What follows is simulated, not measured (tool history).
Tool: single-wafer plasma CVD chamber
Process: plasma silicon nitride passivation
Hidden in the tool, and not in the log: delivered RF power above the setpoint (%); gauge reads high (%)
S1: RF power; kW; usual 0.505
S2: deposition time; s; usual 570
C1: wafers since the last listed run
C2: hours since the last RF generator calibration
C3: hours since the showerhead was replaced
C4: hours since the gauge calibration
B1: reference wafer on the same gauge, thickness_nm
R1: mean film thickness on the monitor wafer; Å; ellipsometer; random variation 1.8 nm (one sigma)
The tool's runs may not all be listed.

run,hour,S1,S2,C1,C2,C3,C4,B1,R1
1,0.0,0.505,570,0,1170.8,4187.8,167.4,1152.927,9518.82
2,45.6,0.505,570,187,1216.4,4233.4,213.0,1153.029,9544.20
3,83.4,0.505,570,155,1254.2,4271.2,250.8,1153.378,9523.27
4,126.2,0.450,570,175,1297.0,4314.0,293.6,1152.780,9279.63
5,175.2,0.505,570,201,1346.0,4363.0,342.6,1153.019,9525.57
6,262.0,0.505,570,356,1432.8,4449.8,429.4,1152.921,9560.15
7,303.5,0.585,570,170,1474.3,4491.3,470.9,1153.399,9833.34
8,357.7,0.505,570,222,1528.5,4545.5,525.1,1153.262,9495.04
9,653.3,0.565,570,1213,1824.1,4841.1,820.7,1152.881,9715.10
10,741.5,0.415,651,361,1912.3,4929.3,908.9,1153.469,10390.44
11,833.0,0.425,506,375,2003.8,5020.8,1000.4,1153.122,8118.20
# hour 863.4: showerhead replaced
# hour 866.7: gauge calibrated
12,895.9,0.460,470,225,2066.7,32.5,29.2,1153.112,7677.36
# hour 1003.5: RF generator calibrated
13,1137.7,0.505,618,959,134.2,274.3,271.0,1153.383,10420.05
14,1230.1,0.505,570,379,226.6,366.7,363.4,1152.333,9625.30
15,1316.0,0.505,669,352,312.5,452.6,449.3,1153.296,11287.90

4 ways to go on from here, each from the tool as it stands after run 15. What would each give?
A,1316.6,0.505,570,2,313.1,453.2,449.9,?,?
B,1316.6,0.560,634,2,313.1,453.2,449.9,?,?
C,1316.6,0.445,656,2,313.1,453.2,449.9,?,?
D,1316.6,0.435,678,2,313.1,453.2,449.9,?,?

run,B1,R1
A,1152.927,9593.77
B,1152.927,10913.69
C,1152.927,10751.13
D,1152.927,11059.84
Without the tool's hidden state the same runs would have given:
run,R1
A,9619.85
B,10943.37
C,10780.36
D,11089.91
